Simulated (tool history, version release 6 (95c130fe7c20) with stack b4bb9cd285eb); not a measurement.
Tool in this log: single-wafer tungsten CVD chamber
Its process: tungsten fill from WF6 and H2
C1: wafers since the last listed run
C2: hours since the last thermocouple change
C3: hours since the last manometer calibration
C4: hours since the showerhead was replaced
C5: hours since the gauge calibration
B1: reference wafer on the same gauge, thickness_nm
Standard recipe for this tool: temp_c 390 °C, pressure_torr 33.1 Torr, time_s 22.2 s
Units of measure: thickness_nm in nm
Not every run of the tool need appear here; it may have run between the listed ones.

Run 1, hour 0: usual settings but time_s 20.8 s; C1 0; C2 2539; C3 1972.9; C4 4102.4; C5 107.8; B1 50.179. Result: thickness_nm 48.961 nm.
Run 2, hour 18.7: usual settings but time_s 20.8 s; C1 342; C2 2557.7; C3 1991.6; C4 4121.1; C5 126.5; B1 50.205. Result: thickness_nm 49.088 nm.
Run 3, hour 52.5: usual settings but time_s 20.8 s; C1 619; C2 2591.5; C3 2025.4; C4 4154.9; C5 160.3; B1 50.206. Result: thickness_nm 49.027 nm.
Run 4, hour 71.9: usual settings; C1 355; C2 2610.9; C3 2044.8; C4 4174.3; C5 179.7; B1 50.196. Result: thickness_nm 52.476 nm.
Run 5, hour 93.4: usual settings; C1 393; C2 2632.4; C3 2066.3; C4 4195.8; C5 201.2; B1 50.242. Result: thickness_nm 52.557 nm.
Run 6, hour 128.7: usual settings; C1 646; C2 2667.7; C3 2101.6; C4 4231.1; C5 236.5; B1 50.214. Result: thickness_nm 52.167 nm.
Run 7, hour 150.5: usual settings; C1 399; C2 2689.5; C3 2123.4; C4 4252.9; C5 258.3; B1 50.212. Result: thickness_nm 52.473 nm.
Run 8, hour 164.3: usual settings; C1 252; C2 2703.3; C3 2137.2; C4 4266.7; C5 272.1; B1 50.15. Result: thickness_nm 52.549 nm.
Run 9, hour 186.3: usual settings; C1 403; C2 2725.3; C3 2159.2; C4 4288.7; C5 294.1; B1 50.202. Result: thickness_nm 52.32 nm.
Run 10, hour 209.3: usual settings; C1 421; C2 2748.3; C3 2182.2; C4 4311.7; C5 317.1; B1 50.184. Result: thickness_nm 52.186 nm.
Run 11, hour 233.3: usual settings; C1 439; C2 2772.3; C3 2206.2; C4 4335.7; C5 341.1; B1 50.276. Result: thickness_nm 52.315 nm.
Run 12, hour 269.2: usual settings but temp_c 381 °C, pressure_torr 29.7 Torr; C1 657; C2 2808.2; C3 2242.1; C4 4371.6; C5 377; B1 50.211. Result: thickness_nm 42.376 nm.
Run 13, hour 301.2: usual settings but temp_c 381 °C, pressure_torr 29.7 Torr; C1 586; C2 2840.2; C3 2274.1; C4 4403.6; C5 409; B1 50.24. Result: thickness_nm 42.272 nm.
Run 14, hour 326: usual settings; C1 454; C2 2865; C3 2298.9; C4 4428.4; C5 433.8; B1 50.169. Result: thickness_nm 52.347 nm.
At hour 335: thermocouple changed; heater temperature recalibrated.
At hour 362.8: showerhead replaced.
Run 15, hour 408.9: usual settings but temp_c 401 °C, time_s 24.1 s; C1 1225; C2 73.9; C3 2381.8; C4 46.1; C5 516.7; B1 50.184. Result: thickness_nm 69.826 nm.
At hour 429.1: capacitance manometer re-zeroed and calibrated.
Run 16, hour 429.8: usual settings; C1 236; C2 94.8; C3 0.7; C4 67; C5 537.6; B1 50.216. Result: thickness_nm 52.442 nm.
Run 17, hour 450.9: usual settings but time_s 20.5 s; C1 386; C2 115.9; C3 21.8; C4 88.1; C5 558.7; B1 50.251. Result: thickness_nm 48.442 nm.
Run 18, hour 467.9: usual settings but temp_c 380 °C, time_s 25.7 s; C1 311; C2 132.9; C3 38.8; C4 105.1; C5 575.7; B1 50.185. Result: thickness_nm 50.036 nm.
Run 19, hour 486.4: usual settings but temp_c 382 °C, pressure_torr 39.8 Torr, time_s 24 s; C1 338; C2 151.4; C3 57.3; C4 123.6; C5 594.2; B1 50.182. Result: thickness_nm 51.915 nm.
Run 20, hour 501.9: usual settings but pressure_torr 26.4 Torr, time_s 25.5 s; C1 283; C2 166.9; C3 72.8; C4 139.1; C5 609.7; B1 50.196. Result: thickness_nm 55.353 nm.

Run 21 is up next; what results do you expect?
At hour 522.2: gauge calibrated.
Run 21, hour 534.4: usual settings but temp_c 382 °C, time_s 25.7 s; C1 595; C2 199.4; C3 105.3; C4 171.6; C5 12.2; B1 ?. Result: thickness_nm ?.

{"run 21": {"B1": 50.182, "thickness_nm": 52.015}}
With the hidden condition absent and the run-to-run variation left alone, this run would have shown thickness_nm 52.015 nm.
